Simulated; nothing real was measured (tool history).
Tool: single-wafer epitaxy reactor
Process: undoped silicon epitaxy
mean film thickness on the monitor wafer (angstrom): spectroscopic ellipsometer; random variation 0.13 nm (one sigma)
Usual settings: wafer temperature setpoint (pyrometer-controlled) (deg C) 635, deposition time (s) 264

run,day,wafer temperature setpoint (pyrometer-controlled) (deg C),deposition time (s),"read-back reference wafer on the same gauge, thickness_nm",mean film thickness on the monitor wafer (angstrom)
1,0.000,631,288,25.886,347.00
2,1.408,631,288,25.883,348.02
3,3.500,635,232,25.917,303.45
4,5.742,635,232,25.899,305.85
5,7.971,635,232,25.880,306.71
6,8.975,635,264,25.912,350.15
7,11.425,635,264,25.910,350.97
8,13.250,635,264,25.896,350.19
9,14.904,635,264,25.887,350.87
# day 16.783: pyrometer calibrated
10,17.225,635,264,25.892,319.63
11,19.546,635,303,25.892,368.49
12,22.004,635,303,25.905,368.85
13,23.350,635,264,25.933,322.30
14,24.921,635,264,25.911,322.48
15,26.592,631,288,25.920,322.82
16,27.904,648,299,25.867,473.06
17,29.217,622,264,25.867,244.29
# day 30.071: gauge calibrated
18,31.779,635,250,25.909,302.79
19,34.504,635,264,25.881,321.98
20,36.850,635,220,25.916,268.39
21,37.892,648,241,25.884,380.75
22,40.229,631,243,25.912,274.42
23,42.717,649,214,25.932,346.06
24,45.079,642,249,25.895,348.06
25,47.346,635,264,25.883,320.32
26,48.383,635,264,25.882,324.01
27,50.438,643,212,25.917,306.49
28,53.121,623,264,25.881,254.03
29,54.279,631,299,25.916,339.31

The tool's hidden state at each run:
gauge reads high (%): 0 in every run
H1: wafer temperature above the value expected at the setpoint (K)
run,H1
1,4.27
2,4.38
3,4.54
4,4.72
5,4.91
6,4.99
7,5.2
8,5.36
9,5.51
10,0.74
11,0.744
12,0.754
13,0.762
14,0.774
15,0.789
16,0.803
17,0.818
18,0.854
19,0.899
20,0.944
21,0.965
22,1.02
23,1.08
24,1.14
25,1.21
26,1.24
27,1.31
28,1.41
29,1.45
